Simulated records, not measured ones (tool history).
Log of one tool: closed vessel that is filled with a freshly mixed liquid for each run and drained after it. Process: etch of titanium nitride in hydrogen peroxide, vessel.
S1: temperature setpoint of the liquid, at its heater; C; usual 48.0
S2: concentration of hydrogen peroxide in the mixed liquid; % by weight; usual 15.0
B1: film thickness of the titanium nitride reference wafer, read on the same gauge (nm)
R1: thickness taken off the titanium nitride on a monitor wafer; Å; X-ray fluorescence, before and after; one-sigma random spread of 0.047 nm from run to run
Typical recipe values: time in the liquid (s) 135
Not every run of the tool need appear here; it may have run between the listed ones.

{"run": 1, "hour": 0.0, "S1": 44.0, "S2": 15.0, "time in the liquid (s)": 135, "B1": 120.01, "R1": 54.2}
{"run": 2, "hour": 25.3, "S1": 48.0, "S2": 15.0, "time in the liquid (s)": 195, "B1": 120.02, "R1": 104.5}
{"run": 3, "hour": 44.8, "S1": 48.0, "S2": 15.0, "time in the liquid (s)": 195, "B1": 120.0, "R1": 105.3}
{"run": 4, "hour": 62.1, "S1": 48.0, "S2": 15.0, "time in the liquid (s)": 195, "B1": 120.02, "R1": 105.2}
{"run": 5, "hour": 96.8, "S1": 51.0, "S2": 15.0, "time in the liquid (s)": 115, "B1": 119.98, "R1": 76.9}
{"hour": 194.2, "done": "gauge calibrated"}
{"run": 6, "hour": 200.5, "S1": 51.0, "S2": 15.0, "time in the liquid (s)": 115, "B1": 119.98, "R1": 76.8}
{"run": 7, "hour": 219.9, "S1": 48.0, "S2": 15.0, "time in the liquid (s)": 135, "B1": 119.98, "R1": 72.8}
{"hour": 224.3, "done": "peroxide flow meter replaced"}
{"hour": 230.6, "done": "new drum of peroxide connected"}
{"run": 8, "hour": 233.5, "S1": 48.0, "S2": 15.0, "time in the liquid (s)": 135, "B1": 120.0, "R1": 72.4}
{"run": 9, "hour": 274.4, "S1": 45.0, "S2": 15.0, "time in the liquid (s)": 135, "B1": 120.01, "R1": 58.0}
{"run": 10, "hour": 308.1, "S1": 45.0, "S2": 15.0, "time in the liquid (s)": 135, "B1": 120.0, "R1": 58.4}
{"run": 11, "hour": 323.0, "S1": 45.0, "S2": 15.0, "time in the liquid (s)": 135, "B1": 119.98, "R1": 58.5}
{"run": 12, "hour": 335.2, "S1": 48.0, "S2": 19.5, "time in the liquid (s)": 75, "B1": 119.99, "R1": 42.7}
{"run": 13, "hour": 364.4, "S1": 48.0, "S2": 15.0, "time in the liquid (s)": 195, "B1": 120.0, "R1": 105.8}
{"run": 14, "hour": 380.2, "S1": 48.0, "S2": 12.0, "time in the liquid (s)": 85, "B1": 119.99, "R1": 43.2}
{"run": 15, "hour": 402.7, "S1": 45.0, "S2": 15.0, "time in the liquid (s)": 135, "B1": 120.0, "R1": 57.9}
{"hour": 414.2, "done": "thermometer replaced"}
{"run": 16, "hour": 417.5, "S1": 48.0, "S2": 15.0, "time in the liquid (s)": 75, "B1": 120.0, "R1": 40.1}
{"run": 17, "hour": 438.6, "S1": 54.0, "S2": 15.0, "time in the liquid (s)": 135, "B1": 120.01, "R1": 111.1}
{"run": 18, "hour": 450.7, "S1": 48.0, "S2": 15.0, "time in the liquid (s)": 210, "B1": 119.98, "R1": 112.3}
{"run": 19, "hour": 485.3, "S1": 39.0, "S2": 17.0, "time in the liquid (s)": 60, "B1": 120.02, "R1": 16.8}
{"run": 20, "hour": 516.1, "S1": 48.0, "S2": 15.0, "time in the liquid (s)": 135, "B1": 119.99, "R1": 72.1}
{"run": 21, "hour": 529.3, "S1": 52.0, "S2": 15.0, "time in the liquid (s)": 135, "B1": 120.04, "R1": 97.7}
{"run": 22, "hour": 544.5, "S1": 40.0, "S2": 15.0, "time in the liquid (s)": 175, "B1": 120.0, "R1": 52.2}
{"run": 23, "hour": 570.3, "S1": 48.0, "S2": 12.0, "time in the liquid (s)": 135, "B1": 120.02, "R1": 69.4}
{"run": 24, "hour": 605.3, "S1": 54.0, "S2": 19.0, "time in the liquid (s)": 135, "B1": 120.0, "R1": 117.0}
{"run": 25, "hour": 623.1, "S1": 38.5, "S2": 13.0, "time in the liquid (s)": 105, "B1": 119.98, "R1": 27.0}
{"run": 26, "hour": 637.7, "S1": 48.0, "S2": 15.0, "time in the liquid (s)": 135, "B1": 119.97, "R1": 72.8}
{"run": 27, "hour": 650.6, "S1": 53.0, "S2": 15.0, "time in the liquid (s)": 135, "B1": 119.96, "R1": 104.0}
{"run": 28, "hour": 678.7, "S1": 53.5, "S2": 18.0, "time in the liquid (s)": 90, "B1": 119.99, "R1": 73.9}
{"run": 29, "hour": 694.2, "S1": 48.0, "S2": 15.0, "time in the liquid (s)": 135, "B1": 120.0, "R1": 72.5}

Here are 4 independent what-if runs from the current tool condition. What would each one return?
{"run": "A", "hour": 694.9, "S1": 48.0, "S2": 15.0, "time in the liquid (s)": 135, "B1": "?", "R1": "?"}
{"run": "B", "hour": 694.9, "S1": 48.0, "S2": 19.5, "time in the liquid (s)": 135, "B1": "?", "R1": "?"}
{"run": "C", "hour": 694.9, "S1": 44.0, "S2": 16.5, "time in the liquid (s)": 65, "B1": "?", "R1": "?"}
{"run": "D", "hour": 694.9, "S1": 52.5, "S2": 12.0, "time in the liquid (s)": 170, "B1": "?", "R1": "?"}

run=A B1=120.00 R1=72.8
run=B B1=120.00 R1=76.9
run=C B1=120.00 R1=26.6
run=D B1=120.00 R1=121.0
Stripped of hidden state, with their random variation kept, the same runs would have yielded:
run=A R1=72.8
run=B R1=76.9
run=C R1=26.6
run=D R1=121.0
